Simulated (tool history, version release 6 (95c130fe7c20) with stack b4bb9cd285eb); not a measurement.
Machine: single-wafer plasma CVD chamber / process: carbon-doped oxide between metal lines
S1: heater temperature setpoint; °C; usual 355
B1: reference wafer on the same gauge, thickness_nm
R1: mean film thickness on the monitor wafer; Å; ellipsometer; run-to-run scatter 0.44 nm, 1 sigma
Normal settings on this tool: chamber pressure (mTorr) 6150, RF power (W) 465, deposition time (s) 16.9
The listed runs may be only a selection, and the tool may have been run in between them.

Run 1, hour 0.0: usual settings but chamber pressure (mTorr) 6940, RF power (W) 485; B1 87.639. Result: R1 868.68 Å.
Run 2, hour 321.6: usual settings but chamber pressure (mTorr) 5410; B1 87.701. Result: R1 809.11 Å.
Run 3, hour 406.4: usual settings but chamber pressure (mTorr) 5410; B1 87.688. Result: R1 809.17 Å.
Run 4, hour 485.9: usual settings but chamber pressure (mTorr) 5410; B1 87.636. Result: R1 795.88 Å.
Run 5, hour 583.0: usual settings but S1 350 °C; B1 87.603. Result: R1 809.78 Å.
Run 6, hour 683.4: usual settings but S1 342 °C, chamber pressure (mTorr) 6850, RF power (W) 525, deposition time (s) 15.3; B1 87.496. Result: R1 843.32 Å.
At hour 730.2: RF generator calibrated.
Run 7, hour 752.1: usual settings; B1 87.710. Result: R1 864.18 Å.
Run 8, hour 798.1: usual settings but chamber pressure (mTorr) 5460; B1 87.780. Result: R1 851.30 Å.
At hour 828.4: showerhead replaced.
Run 9, hour 838.7: usual settings but chamber pressure (mTorr) 5300, deposition time (s) 18.5; B1 87.787. Result: R1 922.33 Å.
Run 10, hour 915.2: usual settings; B1 87.582. Result: R1 859.61 Å.
Run 11, hour 973.0: usual settings; B1 87.621. Result: R1 854.74 Å.
Run 12, hour 1038.9: usual settings but chamber pressure (mTorr) 4680, deposition time (s) 20.2; B1 87.618. Result: R1 983.64 Å.
Run 13, hour 1142.4: usual settings; B1 87.716. Result: R1 842.34 Å.
Run 14, hour 1226.9: usual settings but RF power (W) 440; B1 87.635. Result: R1 796.24 Å.
At hour 1237.7: gauge calibrated.
Run 15, hour 1300.4: usual settings but deposition time (s) 15.3; B1 87.731. Result: R1 767.12 Å.
Run 16, hour 1361.0: usual settings but chamber pressure (mTorr) 7140; B1 87.670. Result: R1 853.45 Å.
At hour 1427.5: capacitance manometer re-zeroed and calibrated.
Run 17, hour 1428.0: usual settings but RF power (W) 535; B1 87.783. Result: R1 936.72 Å.
Run 18, hour 1492.7: usual settings but S1 341 °C, chamber pressure (mTorr) 7140; B1 87.769. Result: R1 880.46 Å.
Run 19, hour 1547.2: usual settings but S1 359 °C, chamber pressure (mTorr) 5380, RF power (W) 495; B1 87.815. Result: R1 848.90 Å.
Run 20, hour 1648.7: usual settings but RF power (W) 555; B1 87.621. Result: R1 945.45 Å.
Run 21, hour 1707.0: usual settings but chamber pressure (mTorr) 7300, deposition time (s) 20.0; B1 87.630. Result: R1 978.92 Å.
Run 22, hour 1767.2: usual settings but S1 368 °C, chamber pressure (mTorr) 5590, RF power (W) 425, deposition time (s) 15.3; B1 87.779. Result: R1 659.28 Å.
Run 23, hour 1865.3: usual settings; B1 87.759. Result: R1 826.08 Å.
Run 24, hour 1956.1: usual settings but chamber pressure (mTorr) 4950, deposition time (s) 14.8; B1 87.678. Result: R1 702.52 Å.
Run 25, hour 2010.0: usual settings but chamber pressure (mTorr) 6750, RF power (W) 420, deposition time (s) 15.4; B1 87.615. Result: R1 686.91 Å.
At hour 2080.5: RF generator calibrated.
Run 26, hour 2102.6: usual settings; B1 87.739. Result: R1 860.75 Å.
Run 27, hour 2168.3: usual settings; B1 87.700. Result: R1 855.23 Å.
Run 28, hour 2239.3: usual settings but S1 368 °C; B1 87.787. Result: R1 831.66 Å.
Run 29, hour 2322.7: usual settings but RF power (W) 540, deposition time (s) 18.7; B1 87.506. Result: R1 1055.02 Å.

Selected run-to-run steps in R1, each split into two signed amounts: the part the tool would show with no hidden state at all (from settings, incoming material and random variation), and the remainder, which goes to the hidden state together with any gauge scatter not common to the measured and the hidden-state-free results:
Hidden state at play: wafer temperature above the value expected at the setpoint (K); delivered RF power above the setpoint (%); true pressure above the setpoint (%); gauge reads high (%).
Run 6 -> 7: S1 342 -> 355, chamber pressure (mTorr) 6850 -> 6150, RF power (W) 525 -> 465, deposition time (s) 15.3 -> 16.9, RF generator calibrated. R1 +20.86 Å: hidden state +54.80, all else -33.94.
Run 21 -> 22: S1 355 -> 368, chamber pressure (mTorr) 7300 -> 5590, RF power (W) 465 -> 425, deposition time (s) 20.0 -> 15.3. R1 -319.64 Å: hidden state +12.08, all else -331.72.
Run 25 -> 26: chamber pressure (mTorr) 6750 -> 6150, RF power (W) 420 -> 465, deposition time (s) 15.4 -> 16.9, RF generator calibrated. R1 +173.84 Å: hidden state +44.14, all else +129.70.
Run 28 -> 29: S1 368 -> 355, RF power (W) 465 -> 540, deposition time (s) 16.9 -> 18.7. R1 +223.36 Å: hidden state -5.33, all else +228.69.
